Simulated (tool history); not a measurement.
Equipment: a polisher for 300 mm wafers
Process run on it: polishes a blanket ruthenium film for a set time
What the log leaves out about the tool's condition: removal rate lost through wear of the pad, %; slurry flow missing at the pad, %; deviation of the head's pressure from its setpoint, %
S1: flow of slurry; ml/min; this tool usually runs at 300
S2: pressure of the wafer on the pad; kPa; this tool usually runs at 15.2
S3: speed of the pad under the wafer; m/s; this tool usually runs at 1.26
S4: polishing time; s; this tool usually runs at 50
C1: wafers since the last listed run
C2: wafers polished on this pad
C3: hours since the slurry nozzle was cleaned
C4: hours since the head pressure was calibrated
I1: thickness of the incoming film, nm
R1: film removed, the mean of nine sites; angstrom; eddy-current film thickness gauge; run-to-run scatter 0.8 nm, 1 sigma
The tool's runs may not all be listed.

{"run": 1, "day": 0.0, "S1": 300, "S2": 15.2, "S3": 1.26, "S4": 50, "C1": 0, "C2": 2589, "C3": 192.7, "C4": 619.9, "I1": 448.0, "R1": 650}
{"run": 2, "day": 1.167, "S1": 300, "S2": 15.2, "S3": 1.26, "S4": 50, "C1": 386, "C2": 2975, "C3": 220.7, "C4": 647.9, "I1": 448.8, "R1": 639}
{"run": 3, "day": 2.246, "S1": 300, "S2": 15.2, "S3": 1.26, "S4": 50, "C1": 357, "C2": 3332, "C3": 246.6, "C4": 673.8, "I1": 451.5, "R1": 634}
{"run": 4, "day": 3.562, "S1": 300, "S2": 15.2, "S3": 1.26, "S4": 41, "C1": 435, "C2": 3768, "C3": 278.2, "C4": 705.4, "I1": 446.4, "R1": 527}
{"day": 3.988, "done": "worn pad replaced by a new one"}
{"run": 5, "day": 4.988, "S1": 300, "S2": 15.2, "S3": 1.26, "S4": 41, "C1": 416, "C2": 330, "C3": 312.4, "C4": 739.6, "I1": 456.6, "R1": 521}
{"run": 6, "day": 6.025, "S1": 300, "S2": 15.2, "S3": 1.26, "S4": 50, "C1": 343, "C2": 674, "C3": 337.3, "C4": 764.5, "I1": 456.5, "R1": 647}
{"run": 7, "day": 6.746, "S1": 300, "S2": 15.2, "S3": 1.26, "S4": 50, "C1": 238, "C2": 912, "C3": 354.6, "C4": 781.8, "I1": 449.5, "R1": 634}
{"run": 8, "day": 7.858, "S1": 300, "S2": 15.2, "S3": 1.26, "S4": 50, "C1": 368, "C2": 1280, "C3": 381.3, "C4": 808.5, "I1": 451.8, "R1": 644}
{"run": 9, "day": 8.638, "S1": 300, "S2": 15.2, "S3": 1.26, "S4": 50, "C1": 257, "C2": 1538, "C3": 400.0, "C4": 827.2, "I1": 445.0, "R1": 630}
{"run": 10, "day": 9.3, "S1": 300, "S2": 15.2, "S3": 1.26, "S4": 50, "C1": 219, "C2": 1757, "C3": 415.9, "C4": 843.1, "I1": 452.5, "R1": 638}
{"run": 11, "day": 10.012, "S1": 300, "S2": 13.1, "S3": 1.26, "S4": 50, "C1": 235, "C2": 1993, "C3": 433.0, "C4": 860.2, "I1": 451.8, "R1": 573}
{"run": 12, "day": 10.929, "S1": 300, "S2": 15.2, "S3": 0.98, "S4": 50, "C1": 303, "C2": 2297, "C3": 455.0, "C4": 882.2, "I1": 446.7, "R1": 527}
{"run": 13, "day": 11.771, "S1": 300, "S2": 15.2, "S3": 0.98, "S4": 50, "C1": 278, "C2": 2575, "C3": 475.2, "C4": 902.4, "I1": 455.0, "R1": 528}
{"run": 14, "day": 12.571, "S1": 360, "S2": 15.2, "S3": 0.98, "S4": 50, "C1": 264, "C2": 2840, "C3": 494.4, "C4": 921.6, "I1": 447.3, "R1": 543}
{"day": 12.771, "done": "head pressure recalibrated"}
{"run": 15, "day": 13.454, "S1": 300, "S2": 13.1, "S3": 1.26, "S4": 50, "C1": 264, "C2": 3105, "C3": 515.6, "C4": 16.4, "I1": 447.8, "R1": 544}
{"day": 15.7, "done": "worn pad replaced by a new one"}
{"run": 16, "day": 17.317, "S1": 230, "S2": 18.6, "S3": 0.86, "S4": 50, "C1": 1223, "C2": 535, "C3": 608.3, "C4": 109.1, "I1": 445.5, "R1": 510}
{"run": 17, "day": 18.758, "S1": 345, "S2": 15.2, "S3": 1.26, "S4": 34, "C1": 477, "C2": 1012, "C3": 642.9, "C4": 143.7, "I1": 450.0, "R1": 409}
{"run": 18, "day": 19.358, "S1": 300, "S2": 15.2, "S3": 1.64, "S4": 50, "C1": 198, "C2": 1210, "C3": 657.3, "C4": 158.1, "I1": 448.9, "R1": 729}
{"run": 19, "day": 20.338, "S1": 300, "S2": 15.2, "S3": 1.66, "S4": 50, "C1": 324, "C2": 1535, "C3": 680.8, "C4": 181.6, "I1": 448.5, "R1": 746}
{"run": 20, "day": 21.775, "S1": 300, "S2": 17.2, "S3": 1.64, "S4": 50, "C1": 475, "C2": 2010, "C3": 715.3, "C4": 216.1, "I1": 451.2, "R1": 806}
{"run": 21, "day": 22.633, "S1": 300, "S2": 15.2, "S3": 1.26, "S4": 50, "C1": 284, "C2": 2294, "C3": 735.9, "C4": 236.7, "I1": 451.2, "R1": 597}
{"day": 23.262, "done": "head pressure recalibrated, repeated, since the last time left the tool worse"}
{"day": 23.921, "done": "slurry nozzle cleaned"}
{"run": 22, "day": 23.942, "S1": 300, "S2": 13.1, "S3": 1.26, "S4": 50, "C1": 391, "C2": 2686, "C3": 0.5, "C4": 16.3, "I1": 447.9, "R1": 609}
{"run": 23, "day": 25.821, "S1": 300, "S2": 15.2, "S3": 1.26, "S4": 50, "C1": 621, "C2": 3308, "C3": 45.6, "C4": 61.4, "I1": 457.1, "R1": 684}
{"run": 24, "day": 26.571, "S1": 210, "S2": 18.6, "S3": 1.26, "S4": 58, "C1": 248, "C2": 3556, "C3": 63.6, "C4": 79.4, "I1": 445.5, "R1": 865}
{"day": 27.471, "done": "worn pad replaced by a new one"}
{"run": 25, "day": 27.821, "S1": 210, "S2": 15.2, "S3": 1.26, "S4": 50, "C1": 358, "C2": 116, "C3": 93.6, "C4": 109.4, "I1": 454.5, "R1": 651}
{"run": 26, "day": 29.046, "S1": 270, "S2": 17.2, "S3": 1.26, "S4": 34, "C1": 405, "C2": 521, "C3": 123.0, "C4": 138.8, "I1": 452.2, "R1": 495}
{"run": 27, "day": 29.788, "S1": 300, "S2": 15.2, "S3": 1.26, "S4": 50, "C1": 245, "C2": 766, "C3": 140.8, "C4": 156.6, "I1": 443.3, "R1": 659}
{"run": 28, "day": 30.538, "S1": 250, "S2": 13.8, "S3": 1.26, "S4": 58, "C1": 248, "C2": 1015, "C3": 158.8, "C4": 174.6, "I1": 454.4, "R1": 695}
{"run": 29, "day": 31.817, "S1": 340, "S2": 10.3, "S3": 1.26, "S4": 50, "C1": 423, "C2": 1438, "C3": 189.5, "C4": 205.3, "I1": 457.8, "R1": 520}
{"run": 30, "day": 32.821, "S1": 300, "S2": 15.2, "S3": 1.26, "S4": 35, "C1": 332, "C2": 1770, "C3": 213.6, "C4": 229.4, "I1": 451.3, "R1": 460}
{"run": 31, "day": 33.771, "S1": 380, "S2": 15.2, "S3": 1.1, "S4": 50, "C1": 314, "C2": 2085, "C3": 236.4, "C4": 252.2, "I1": 444.5, "R1": 612}
{"run": 32, "day": 34.496, "S1": 380, "S2": 12.4, "S3": 1.26, "S4": 42, "C1": 239, "C2": 2324, "C3": 253.8, "C4": 269.6, "I1": 449.5, "R1": 490}
{"run": 33, "day": 35.888, "S1": 355, "S2": 15.2, "S3": 1.26, "S4": 38, "C1": 460, "C2": 2785, "C3": 287.2, "C4": 303.0, "I1": 454.7, "R1": 515}
{"run": 34, "day": 36.512, "S1": 300, "S2": 15.2, "S3": 1.64, "S4": 50, "C1": 206, "C2": 2992, "C3": 302.2, "C4": 318.0, "I1": 453.1, "R1": 801}
{"run": 35, "day": 37.575, "S1": 215, "S2": 11.7, "S3": 0.98, "S4": 57, "C1": 351, "C2": 3343, "C3": 327.7, "C4": 343.5, "I1": 448.9, "R1": 508}
{"day": 37.788, "done": "worn pad replaced by a new one"}
{"run": 36, "day": 40.15, "S1": 300, "S2": 15.2, "S3": 0.94, "S4": 67, "C1": 796, "C2": 782, "C3": 389.5, "C4": 405.3, "I1": 447.7, "R1": 695}
{"run": 37, "day": 41.438, "S1": 355, "S2": 18.6, "S3": 1.42, "S4": 38, "C1": 426, "C2": 1208, "C3": 420.4, "C4": 436.2, "I1": 440.2, "R1": 649}

Run-by-run hidden state of the tool:
removal rate lost through wear of the pad, %: 0 in every run
slurry flow missing at the pad, %: 0 in every run
H1: deviation of the head's pressure from its setpoint, %
run=1 H1=-5.23
run=2 H1=-5.45
run=3 H1=-5.64
run=4 H1=-5.89
run=5 H1=-6.15
run=6 H1=-6.34
run=7 H1=-6.47
run=8 H1=-6.67
run=9 H1=-6.82
run=10 H1=-6.94
run=11 H1=-7.07
run=12 H1=-7.23
run=13 H1=-7.39
run=14 H1=-7.54
run=15 H1=-13.9
run=16 H1=-14.6
run=17 H1=-14.8
run=18 H1=-14.9
run=19 H1=-15.1
run=20 H1=-15.4
run=21 H1=-15.5
run=22 H1=-0.383
run=23 H1=-0.727
run=24 H1=-0.864
run=25 H1=-1.09
run=26 H1=-1.32
run=27 H1=-1.45
run=28 H1=-1.59
run=29 H1=-1.83
run=30 H1=-2.01
run=31 H1=-2.18
run=32 H1=-2.32
run=33 H1=-2.57
run=34 H1=-2.69
run=35 H1=-2.88
run=36 H1=-3.35
run=37 H1=-3.59
